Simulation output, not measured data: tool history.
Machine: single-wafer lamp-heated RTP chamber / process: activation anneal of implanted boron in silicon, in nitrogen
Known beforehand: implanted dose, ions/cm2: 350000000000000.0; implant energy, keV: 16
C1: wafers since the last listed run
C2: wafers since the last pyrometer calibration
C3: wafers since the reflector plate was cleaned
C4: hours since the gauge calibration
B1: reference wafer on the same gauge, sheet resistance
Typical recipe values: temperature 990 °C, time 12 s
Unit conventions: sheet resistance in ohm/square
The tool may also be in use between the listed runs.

Run 1, hour 0: usual settings; C1 0; C2 3848; C3 821; C4 556.3; B1 264.99. Result: sheet resistance 262.06 ohm/square.
Run 2, hour 66.2: usual settings; C1 538; C2 4386; C3 1359; C4 622.5; B1 265.1. Result: sheet resistance 261.8 ohm/square.
Run 3, hour 133.4: usual settings; C1 546; C2 4933; C3 1906; C4 689.7; B1 265.08. Result: sheet resistance 261.22 ohm/square.
Run 4, hour 186.5: usual settings; C1 432; C2 5365; C3 2339; C4 742.8; B1 265.05. Result: sheet resistance 260.65 ohm/square.
Run 5, hour 242.6: usual settings but time 14 s; C1 456; C2 5822; C3 2795; C4 798.9; B1 264.86. Result: sheet resistance 260.75 ohm/square.
Run 6, hour 309.6: usual settings; C1 545; C2 6367; C3 3340; C4 865.9; B1 265.21. Result: sheet resistance 260.22 ohm/square.
Run 7, hour 362: usual settings; C1 426; C2 6794; C3 3767; C4 918.3; B1 264.99. Result: sheet resistance 262.88 ohm/square.
Run 8, hour 418: usual settings; C1 455; C2 7249; C3 4223; C4 974.3; B1 265.15. Result: sheet resistance 261.35 ohm/square.
At hour 433.1: reflector plate cleaned.
Run 9, hour 452.3: usual settings; C1 214; C2 7464; C3 156; C4 1008.6; B1 265. Result: sheet resistance 259.95 ohm/square.
Run 10, hour 497.8: usual settings but temperature 997 °C, time 8 s; C1 370; C2 7834; C3 526; C4 1054.1; B1 265. Result: sheet resistance 257.93 ohm/square.
At hour 516.9: pyrometer window cleaned and pyrometer calibrated.
Run 11, hour 640.2: usual settings but temperature 999 °C; C1 1093; C2 1003; C3 1620; C4 1196.5; B1 264.83. Result: sheet resistance 255.53 ohm/square.
Run 12, hour 697.6: usual settings but temperature 999 °C; C1 467; C2 1470; C3 2087; C4 1253.9; B1 264.88. Result: sheet resistance 255.26 ohm/square.
At hour 748.8: reflector plate cleaned, repeated, since the last time left the tool worse.
Run 13, hour 759.9: usual settings; C1 441; C2 1912; C3 90; C4 1316.2; B1 264.99. Result: sheet resistance 262.69 ohm/square.
Run 14, hour 813: usual settings; C1 432; C2 2344; C3 522; C4 1369.3; B1 265.33. Result: sheet resistance 262.04 ohm/square.
Run 15, hour 878: usual settings but temperature 1002 °C, time 19 s; C1 529; C2 2873; C3 1051; C4 1434.3; B1 265.05. Result: sheet resistance 257.07 ohm/square.
Run 16, hour 913.6: usual settings but time 7 s; C1 289; C2 3163; C3 1341; C4 1469.9; B1 265.04. Result: sheet resistance 264.61 ohm/square.
Run 17, hour 964.6: usual settings; C1 415; C2 3578; C3 1756; C4 1520.9; B1 265.02. Result: sheet resistance 262.36 ohm/square.
Run 18, hour 1025.7: usual settings but temperature 982 °C, time 16 s; C1 497; C2 4075; C3 2253; C4 1582; B1 265.07. Result: sheet resistance 265.69 ohm/square.
Run 19, hour 1079: usual settings but temperature 977 °C, time 15 s; C1 433; C2 4509; C3 2687; C4 1635.3; B1 265.05. Result: sheet resistance 269.06 ohm/square.
Run 20, hour 1142.4: usual settings; C1 515; C2 5025; C3 3203; C4 1698.7; B1 265.2. Result: sheet resistance 262.56 ohm/square.
Run 21, hour 1167: usual settings but temperature 1013 °C, time 7 s; C1 200; C2 5225; C3 3403; C4 1723.3; B1 265.33. Result: sheet resistance 257.04 ohm/square.
At hour 1213.7: gauge calibrated.
At hour 1309.5: reflector plate cleaned.
Run 22, hour 1310: usual settings but temperature 977 °C, time 18 s; C1 1098; C2 6324; C3 4; C4 96.3; B1 264.84. Result: sheet resistance 270.19 ohm/square.
Run 23, hour 1372.6: usual settings but temperature 966 °C, time 14 s; C1 509; C2 6833; C3 513; C4 158.9; B1 265.08. Result: sheet resistance 283.61 ohm/square.
Run 24, hour 1440.9: usual settings but temperature 981 °C, time 15 s; C1 555; C2 7389; C3 1069; C4 227.2; B1 264.98. Result: sheet resistance 267.04 ohm/square.
Run 25, hour 1475.9: usual settings but temperature 999 °C, time 18 s; C1 284; C2 7674; C3 1354; C4 262.2; B1 264.88. Result: sheet resistance 257.18 ohm/square.
Run 26, hour 1508.4: usual settings but temperature 1007 °C, time 14 s; C1 264; C2 7938; C3 1618; C4 294.7; B1 264.98. Result: sheet resistance 254.15 ohm/square.
Run 27, hour 1568.1: usual settings but temperature 973 °C, time 18 s; C1 485; C2 8424; C3 2104; C4 354.4; B1 265.29. Result: sheet resistance 271.09 ohm/square.
Run 28, hour 1598.2: usual settings but temperature 968 °C, time 7 s; C1 244; C2 8669; C3 2349; C4 384.5; B1 265.19. Result: sheet resistance 285.58 ohm/square.
Run 29, hour 1641.5: usual settings; C1 352; C2 9022; C3 2702; C4 427.8; B1 264.94. Result: sheet resistance 260.29 ohm/square.

Selected run-to-run steps in sheet resistance, each split into two signed amounts: the part the tool would show with no hidden state at all (from settings, incoming material and random variation), and the remainder, which goes to the hidden state together with any gauge scatter not common to the measured and the hidden-state-free results:
Hidden state at play: true wafer temperature minus pyrometer reading, K; wafer temperature error from the tarnished reflector plate, K; gauge reads high (%).
Run 26 -> 27: temperature 1007 -> 973, time 14 -> 18. sheet resistance +16.94 ohm/square: hidden state -2.65, all else +19.59.
Run 28 -> 29: temperature 968 -> 990, time 7 -> 12. sheet resistance -25.29 ohm/square: hidden state +3.36, all else -28.65.
